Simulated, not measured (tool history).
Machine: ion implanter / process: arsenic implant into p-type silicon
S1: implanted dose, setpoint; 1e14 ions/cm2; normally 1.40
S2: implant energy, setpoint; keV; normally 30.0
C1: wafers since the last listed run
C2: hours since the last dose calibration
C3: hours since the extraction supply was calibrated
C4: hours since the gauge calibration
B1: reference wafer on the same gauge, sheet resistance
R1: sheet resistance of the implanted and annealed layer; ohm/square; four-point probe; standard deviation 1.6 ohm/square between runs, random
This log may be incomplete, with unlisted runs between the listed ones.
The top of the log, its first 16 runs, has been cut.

run	day	S1	S2	C1	C2	C3	C4	B1	R1
17	49.446	1.40	30.0	1883	742.2	274.7	127.1	468.17	503.14
18	53.492	1.40	24.0	1953	839.3	371.8	224.2	468.68	520.86
19	57.762	1.19	40.0	2062	941.8	474.3	326.7	468.40	531.39
20	60.875	1.63	22.0	1502	1016.5	549.0	401.4	467.70	471.57
21	62.900	1.51	38.5	977	1065.1	597.6	450.0	468.47	456.06
22	65.442	1.21	36.0	1227	1126.1	658.6	511.0	468.08	536.72
23	69.492	1.55	30.0	1955	1223.3	755.8	608.2	468.35	463.86
24	71.088	1.40	30.0	770	1261.6	794.1	646.5	468.18	502.12
25	72.692	1.81	38.5	774	1300.1	832.6	685.0	467.44	403.53
26	74.671	1.68	37.5	955	1347.6	880.1	732.5	467.79	424.81
# day 76.429: Faraday cup replaced and dose calibrated
27	76.654	1.08	30.0	796	5.4	927.7	780.1	468.30	601.31
28	81.033	1.76	27.0	2114	110.5	1032.8	885.2	468.01	432.83
29	84.142	1.40	30.0	1500	185.1	1107.4	959.8	467.33	501.50
30	86.429	1.40	24.0	1104	240.0	1162.3	1014.7	467.96	521.46
31	94.392	1.40	30.0	3844	431.1	1353.4	1205.8	467.96	502.86
32	98.379	1.40	30.0	1925	526.8	1449.1	1301.5	468.01	500.29
33	99.888	1.40	25.0	728	563.0	1485.3	1337.7	468.29	517.11

Run 34, settings as shown, results not yet in. Your forecast:
34	103.908	1.27	24.5	1941	659.5	1581.8	1434.2	?	?

B1: 467.65
R1: 553.97 ohm/square
Take away the tool's hidden state, keep the run-to-run variation as it was, and the same run would have given R1 553.97 ohm/square.
